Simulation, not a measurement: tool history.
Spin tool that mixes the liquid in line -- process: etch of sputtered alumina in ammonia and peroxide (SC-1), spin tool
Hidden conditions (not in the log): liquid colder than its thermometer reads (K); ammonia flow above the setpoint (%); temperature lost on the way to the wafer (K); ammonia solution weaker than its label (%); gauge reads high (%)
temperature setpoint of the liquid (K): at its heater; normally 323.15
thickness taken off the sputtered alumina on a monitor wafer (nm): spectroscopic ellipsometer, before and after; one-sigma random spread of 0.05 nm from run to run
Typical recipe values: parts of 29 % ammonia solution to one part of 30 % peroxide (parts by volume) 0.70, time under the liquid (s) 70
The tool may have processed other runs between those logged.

| run | day | temperature setpoint of the liquid (K) | parts of 29 % ammonia solution to one part of 30 % peroxide (parts by volume) | time under the liquid (s) | wafers since the last listed run | hours since the thermometer was replaced | hours since the ammonia flow meter was replaced | hours since the heated supply line was repaired | hours since the drum of ammonia solution was connected | hours since the gauge calibration | read-back film thickness of the sputtered alumina reference wafer, read on the same gauge (nm) | thickness taken off the sputtered alumina on a monitor wafer (nm) |
|---|---|---|---|---|---|---|---|---|---|---|---|---|
| 1 | 0.000 | 323.15 | 0.70 | 70 | 0 | 518.3 | 105.6 | 844.3 | 10.9 | 1534.0 | 69.98 | 5.71 |
| 2 | 2.296 | 323.15 | 0.45 | 70 | 500 | 573.4 | 160.7 | 899.4 | 66.0 | 1589.1 | 69.97 | 5.31 |
| 3 | 4.146 | 323.15 | 0.45 | 70 | 403 | 617.8 | 205.1 | 943.8 | 110.4 | 1633.5 | 70.01 | 5.39 |
| 4 | 6.350 | 323.15 | 0.45 | 70 | 480 | 670.7 | 258.0 | 996.7 | 163.3 | 1686.4 | 70.01 | 5.32 |
| 5 | 8.933 | 323.15 | 0.95 | 70 | 562 | 732.7 | 320.0 | 1058.7 | 225.3 | 1748.4 | 69.98 | 5.70 |
| 6 | 12.617 | 323.15 | 0.95 | 70 | 802 | 821.1 | 408.4 | 1147.1 | 313.7 | 1836.8 | 70.01 | 5.66 |
| 7 | 17.042 | 329.15 | 0.85 | 70 | 964 | 927.3 | 514.6 | 1253.3 | 419.9 | 1943.0 | 70.01 | 7.66 |
| 8 | 21.404 | 323.15 | 0.70 | 70 | 950 | 1032.0 | 619.3 | 1358.0 | 524.6 | 2047.7 | 70.02 | 5.32 |
| 9 | 23.075 | 323.15 | 0.70 | 70 | 364 | 1072.1 | 659.4 | 1398.1 | 564.7 | 2087.8 | 70.00 | 5.34 |
|  | 24.700 | new drum of ammonia solution connected |
| 10 | 26.904 | 320.65 | 0.50 | 70 | 825 | 1164.0 | 751.3 | 1490.0 | 52.9 | 2179.7 | 69.97 | 4.41 |
|  | 28.229 | ammonia flow meter replaced |
|  | 28.250 | heated supply line repaired |
| 11 | 29.321 | 331.65 | 0.70 | 70 | 512 | 1222.0 | 26.2 | 25.7 | 110.9 | 2237.7 | 70.01 | 9.09 |
| 12 | 31.717 | 323.15 | 0.70 | 70 | 522 | 1279.5 | 83.7 | 83.2 | 168.4 | 2295.2 | 69.98 | 5.64 |
| 13 | 36.517 | 323.15 | 0.70 | 70 | 1046 | 1394.7 | 198.9 | 198.4 | 283.6 | 2410.4 | 69.99 | 5.61 |
| 14 | 39.438 | 329.65 | 0.70 | 70 | 636 | 1464.8 | 269.0 | 268.5 | 353.7 | 2480.5 | 70.01 | 7.97 |
| 15 | 41.279 | 314.65 | 0.80 | 110 | 401 | 1509.0 | 313.2 | 312.7 | 397.9 | 2524.7 | 70.01 | 5.37 |
|  | 47.854 | new drum of ammonia solution connected |
| 16 | 51.433 | 323.15 | 0.45 | 35 | 2203 | 1752.7 | 556.9 | 556.4 | 85.9 | 2768.4 | 69.98 | 2.62 |
|  | 57.288 | gauge calibrated |
| 17 | 59.058 | 327.15 | 1.00 | 70 | 1661 | 1935.7 | 739.9 | 739.4 | 268.9 | 42.5 | 70.03 | 6.69 |
| 18 | 62.883 | 323.15 | 0.50 | 100 | 833 | 2027.5 | 831.7 | 831.2 | 360.7 | 134.3 | 69.94 | 7.28 |
|  | 64.208 | ammonia flow meter replaced |
|  | 64.217 | thermometer replaced |
| 19 | 64.600 | 319.65 | 0.70 | 100 | 362 | 9.2 | 9.4 | 872.4 | 401.9 | 175.5 | 70.03 | 6.86 |
| 20 | 67.017 | 323.15 | 0.90 | 70 | 526 | 67.2 | 67.4 | 930.4 | 459.9 | 233.5 | 69.97 | 5.90 |
|  | 67.138 | new drum of ammonia solution connected |
| 21 | 69.650 | 323.15 | 0.70 | 70 | 564 | 130.4 | 130.6 | 993.6 | 60.3 | 296.7 | 70.04 | 5.71 |
| 22 | 80.908 | 323.15 | 0.70 | 70 | 2453 | 400.6 | 400.8 | 1263.8 | 330.5 | 566.9 | 69.96 | 5.67 |
| 23 | 90.233 | 314.65 | 0.80 | 110 | 2032 | 624.4 | 624.6 | 1487.6 | 554.3 | 790.7 | 70.01 | 5.32 |
|  | 90.496 | new drum of ammonia solution connected |
|  | 91.492 | heated supply line repaired |
| 24 | 94.388 | 326.65 | 0.85 | 70 | 887 | 724.1 | 724.3 | 69.5 | 93.4 | 890.4 | 70.00 | 7.04 |
| 25 | 98.408 | 330.65 | 0.70 | 50 | 876 | 820.6 | 820.8 | 166.0 | 189.9 | 986.9 | 69.97 | 6.17 |

Below are 3 alternative next runs, each starting from the tool's condition after run 25. Predict each:
| A | 98.425 | 323.15 | 0.70 | 35 | 3 | 821.0 | 821.2 | 166.4 | 190.3 | 987.3 | ? | ? |
| B | 98.425 | 329.15 | 0.35 | 105 | 3 | 821.0 | 821.2 | 166.4 | 190.3 | 987.3 | ? | ? |
| C | 98.425 | 329.15 | 0.50 | 110 | 3 | 821.0 | 821.2 | 166.4 | 190.3 | 987.3 | ? | ? |

| run | read-back film thickness of the sputtered alumina reference wafer, read on the same gauge (nm) | thickness taken off the sputtered alumina on a monitor wafer (nm) |
|---|---|---|
| A | 70.04 | 2.88 |
| B | 70.04 | 11.21 |
| C | 70.04 | 12.15 |
What these runs would have given with no unlogged condition in the tool:
| run | thickness taken off the sputtered alumina on a monitor wafer (nm) |
|---|---|
| A | 3.15 |
| B | 12.24 |
| C | 13.26 |
